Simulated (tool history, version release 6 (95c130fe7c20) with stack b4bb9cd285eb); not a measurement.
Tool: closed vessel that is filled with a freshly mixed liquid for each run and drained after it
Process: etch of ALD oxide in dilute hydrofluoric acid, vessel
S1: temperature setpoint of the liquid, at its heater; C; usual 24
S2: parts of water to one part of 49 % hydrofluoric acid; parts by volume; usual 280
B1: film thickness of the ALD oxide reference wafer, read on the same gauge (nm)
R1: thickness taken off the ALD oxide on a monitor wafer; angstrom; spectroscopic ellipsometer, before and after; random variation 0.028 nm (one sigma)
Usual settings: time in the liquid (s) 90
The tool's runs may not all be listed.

Run 1, day 0: usual settings but S1 27.5 C; B1 59.992. Result: R1 48.63 angstrom.
Run 2, day 4.104: usual settings but S1 27.5 C; B1 60.003. Result: R1 48.4 angstrom.
Run 3, day 5.708: usual settings but S1 27.5 C; B1 59.993. Result: R1 48.39 angstrom.
Run 4, day 8.717: usual settings; B1 59.995. Result: R1 43.12 angstrom.
Run 5, day 13.054: usual settings; B1 59.98. Result: R1 43.18 angstrom.
Run 6, day 16.808: usual settings; B1 59.994. Result: R1 42.51 angstrom.
Run 7, day 19.938: usual settings but S2 240 parts by volume, time in the liquid (s) 60; B1 60.01. Result: R1 34.49 angstrom.
Run 8, day 21.804: usual settings but S2 240 parts by volume, time in the liquid (s) 60; B1 60.018. Result: R1 34.62 angstrom.
At day 24.938: hydrofluoric acid flow meter replaced.
At day 25.162: gauge calibrated.
Run 9, day 26.296: usual settings but S1 25.5 C; B1 59.995. Result: R1 49.69 angstrom.
Run 10, day 29.625: usual settings but S1 28.5 C, S2 385 parts by volume, time in the liquid (s) 50; B1 59.993. Result: R1 19.87 angstrom.
Run 11, day 32.142: usual settings but S2 325 parts by volume; B1 59.968. Result: R1 38.91 angstrom.
Run 12, day 36.512: usual settings but S1 26 C, time in the liquid (s) 110; B1 60.005. Result: R1 62.07 angstrom.
Run 13, day 38.388: usual settings; B1 60.008. Result: R1 46.39 angstrom.
At day 40.762: thermometer replaced.
Run 14, day 42.596: usual settings; B1 59.994. Result: R1 44.67 angstrom.
Run 15, day 46.312: usual settings but S2 150 parts by volume, time in the liquid (s) 50; B1 60.002. Result: R1 53.19 angstrom.
Run 16, day 48.533: usual settings but S1 21 C, S2 325 parts by volume; B1 60.004. Result: R1 33.4 angstrom.
Run 17, day 50.238: usual settings but S1 21 C, S2 385 parts by volume, time in the liquid (s) 115; B1 60.01. Result: R1 33.88 angstrom.
At day 52.871: gauge calibrated.
Run 18, day 53.892: usual settings but S1 20.5 C, S2 220 parts by volume, time in the liquid (s) 130; B1 60.004. Result: R1 76.91 angstrom.

The same runs without the tool's hidden state, with the same run-to-run variation:
The hidden state here: liquid hotter than its thermometer reads (K); hydrofluoric acid flow below the setpoint (%); gauge reads high (%).
run     R1
  1  51.88
  2  51.75
  3  51.81
  4  46.12
  5   46.3
  6   45.7
  7  37.01
  8   37.2
  9  48.62
 10  19.58
 11  38.22
 12  61.09
 13  45.64
 14  46.04
 15  54.74
 16  34.55
 17  35.12
 18   79.5
